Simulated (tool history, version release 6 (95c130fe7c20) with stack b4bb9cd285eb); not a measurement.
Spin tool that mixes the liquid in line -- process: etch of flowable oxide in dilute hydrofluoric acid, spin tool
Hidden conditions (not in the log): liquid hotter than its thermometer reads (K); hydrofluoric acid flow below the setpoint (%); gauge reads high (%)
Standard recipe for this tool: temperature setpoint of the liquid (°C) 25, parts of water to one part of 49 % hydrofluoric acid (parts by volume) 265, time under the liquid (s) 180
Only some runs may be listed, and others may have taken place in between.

run   hour  temperature setpoint of the liquid (°C)  parts of water to one part of 49 % hydrofluoric acid (parts by volume)  time under the liquid (s)  wafers since the last listed run  hours since the thermometer was replaced  hours since the hydrofluoric acid flow meter was replaced  hours since the gauge calibration  read-back film thickness of the flowable oxide reference wafer, read on the same gauge (nm)  thickness taken off the flowable oxide on a monitor wafer (angstrom)
  1      0                                       25                                                                     265                        180                                 0                                     682.2                                                      637.3                               50.3                                                                                        50.02                                                                  98.1
  2   14.5                                       25                                                                     265                        180                               119                                     696.7                                                      651.8                               64.8                                                                                        49.99                                                                  96.5
  3   31.2                                       25                                                                     265                        180                               138                                     713.4                                                      668.5                               81.5                                                                                        50.02                                                                  94.5
  4   40.8                                       25                                                                     265                        180                                79                                       723                                                      678.1                               91.1                                                                                        50.02                                                                  96.3
  5   56.4                                       25                                                                     265                        180                               129                                     738.6                                                      693.7                              106.7                                                                                           50                                                                  95.5
  6   62.5                                       25                                                                     265                        205                                50                                     744.7                                                      699.8                              112.8                                                                                        49.98                                                                 110.5
  7   75.6                                       25                                                                     265                        205                               108                                     757.8                                                      712.9                              125.9                                                                                        50.04                                                                 108.5
  8  101.4                                       25                                                                     265                        180                               213                                     783.6                                                      738.7                              151.7                                                                                        50.02                                                                  95.3
     102.4  -- gauge calibrated
       110  -- thermometer replaced
  9  110.5                                       25                                                                     265                        180                                67                                       0.5                                                      747.8                                8.1                                                                                        50.02                                                                  94.5
     120.3  -- hydrofluoric acid flow meter replaced
 10  126.2                                       25                                                                     265                        180                               121                                      16.2                                                        5.9                               23.8                                                                                        49.97                                                                 115.5
 11  138.2                                       25                                                                     385                        180                                99                                      28.2                                                       17.9                               35.8                                                                                        50.01                                                                  71.2
 12  144.7                                     29.5                                                                     265                        180                                53                                      34.7                                                       24.4                               42.3                                                                                        49.98                                                                 129.9
 13  160.1                                       25                                                                     225                        180                               127                                      50.1                                                       39.8                               57.7                                                                                        49.97                                                                 138.7
 14  168.2                                     23.5                                                                     265                        140                                67                                      58.2                                                       47.9                               65.8                                                                                        49.99                                                                    85
 15  178.6                                     22.5                                                                     380                        180                                86                                      68.6                                                       58.3                               76.2                                                                                        49.97                                                                  65.1
 16  195.5                                     27.5                                                                     390                         85                               139                                      85.5                                                       75.2                               93.1                                                                                        50.02                                                                  34.3
 17  205.1                                     27.5                                                                     335                        150                                79                                      95.1                                                       84.8                              102.7                                                                                        50.01                                                                  73.9
 18  216.1                                       25                                                                     265                        205                                91                                     106.1                                                       95.8                              113.7                                                                                        49.99                                                                 128.4
 19  228.3                                     28.5                                                                     390                        180                               100                                     118.3                                                        108                              125.9                                                                                        50.03                                                                  74.8
 20  245.8                                       25                                                                     265                        180                               144                                     135.8                                                      125.5                              143.4                                                                                        49.97                                                                 113.1
 21  258.3                                     23.5                                                                     180                        180                               103                                     148.3                                                        138                              155.9                                                                                        50.02                                                                 167.5

Alternative continuations, all from the tool just after run 21; predict every row:
  A  258.8                                       25                                                                     265                        180                                 4                                     148.8                                                      138.5                              156.4                                                                                            ?                                                                     ?
  B  258.8                                       25                                                                     165                        180                                 4                                     148.8                                                      138.5                              156.4                                                                                            ?                                                                     ?
  C  258.8                                       22                                                                     185                        265                                 4                                     148.8                                                      138.5                              156.4                                                                                            ?                                                                     ?

run  read-back film thickness of the flowable oxide reference wafer, read on the same gauge (nm)  thickness taken off the flowable oxide on a monitor wafer (angstrom)
  A                                                                                        50.01                                                                 111.3
  B                                                                                        50.01                                                                 199.6
  C                                                                                        50.01                                                                 228.9
The same runs, with their run-to-run variation unchanged, on a tool lacking any hidden condition would have given:
run  thickness taken off the flowable oxide on a monitor wafer (angstrom)
  A                                                                 114.8
  B                                                                 205.4
  C                                                                 235.6

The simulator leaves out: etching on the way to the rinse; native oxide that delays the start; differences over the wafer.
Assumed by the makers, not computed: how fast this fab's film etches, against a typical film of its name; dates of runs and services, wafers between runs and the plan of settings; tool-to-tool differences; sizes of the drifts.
